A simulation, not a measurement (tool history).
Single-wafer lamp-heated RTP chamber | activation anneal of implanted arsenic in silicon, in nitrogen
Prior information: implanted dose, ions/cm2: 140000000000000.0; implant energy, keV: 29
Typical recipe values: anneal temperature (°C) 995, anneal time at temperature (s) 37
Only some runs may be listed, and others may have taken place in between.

run	hour	anneal temperature (°C)	anneal time at temperature (s)	wafers since the last listed run	wafers since the last pyrometer calibration	wafers since the reflector plate was cleaned	hours since the gauge calibration	read-back reference wafer on the same gauge, sheet resistance	sheet resistance of the implanted and annealed layer (ohm/square)
1	0	995	37	0	3679	5108	12.5	429.04	499.17
2	17.5	995	37	216	3896	5324	30	428.05	499.37
3	32.8	995	37	189	4085	5514	45.3	427.06	499.27
4	44.9	995	37	149	4235	5663	57.4	426.95	497.95
5	52.5	995	37	94	4329	5758	65	426.5	498.69
6	62.3	995	37	121	4451	5879	74.8	426.33	496.6
7	70.1	995	37	96	4547	5975	82.6	426.28	497.28
8	78.9	995	37	108	4656	6084	91.4	426.08	495.86
9	91.9	995	37	160	4817	6245	104.4	425.65	496.23
10	123.3	995	37	388	5206	6634	135.8	425.51	495.22
11	141	995	37	219	5425	6853	153.5	425.18	496.07
12	164.6	1013	27	292	5717	7145	177.1	424.96	496.21
13	177.1	1013	27	154	5872	7300	189.6	424.63	494.68
14	193.8	1013	27	206	6078	7507	206.3	424.66	495.42
15	205.1	1009	37	139	6218	7646	217.6	424.75	493.05
16	222.5	1009	37	215	6434	7862	235	424.75	493.96
17	237.1	971	37	180	6614	8042	249.6	424.55	495.79
# hour 249.9: gauge calibrated
18	250.2	978	27	162	6776	8205	0.3	429.42	502.2
# hour 261.4: pyrometer window cleaned and pyrometer calibrated
19	261.9	970	52	45	5	8250	12	429.21	500.96
20	263.7	1016	37	22	28	8273	13.8	428.83	499.29
21	272.4	995	37	107	135	8380	22.5	428.48	499.7
# hour 295: reflector plate cleaned
22	295.5	1004	30	186	322	5	45.6	427.45	498.49
23	306	995	56	129	452	135	56.1	427.07	495.98
24	315.8	995	37	121	573	256	65.9	427.13	498.98
25	328.1	972	44	152	726	409	78.2	426.59	498.89
26	343.2	995	37	186	913	596	93.3	426.06	497.85
27	356.3	970	23	162	1075	758	106.4	425.98	499.5
28	363.8	973	53	92	1168	851	113.9	425.96	497.33
29	376.5	995	50	157	1325	1008	126.6	425.8	493.85
30	390.2	1009	58	169	1494	1177	140.3	425.58	492.94
31	414.9	995	37	305	1800	1483	165	425.41	494.31
32	427.6	1004	45	157	1957	1640	177.7	425.36	493.28
33	443.1	995	50	191	2149	1832	193.2	425.1	494.67
34	456.3	995	37	163	2312	1996	206.4	424.84	495.56

Alternative continuations, all from the tool just after run 34; predict every row:
A	456.7	995	43	4	2317	2000	206.8	?	?
B	456.7	984	37	4	2317	2000	206.8	?	?
C	456.7	971	30	4	2317	2000	206.8	?	?
D	456.7	979	15	4	2317	2000	206.8	?	?

run	read-back reference wafer on the same gauge, sheet resistance	sheet resistance of the implanted and annealed layer (ohm/square)
A	425.37	495.72
B	425.37	497.16
C	425.37	498.31
D	425.37	499.53
With the hidden condition removed and each run's random variation left untouched, the same runs would have given:
run	sheet resistance of the implanted and annealed layer (ohm/square)
A	500.45
B	501.91
C	503.07
D	504.3
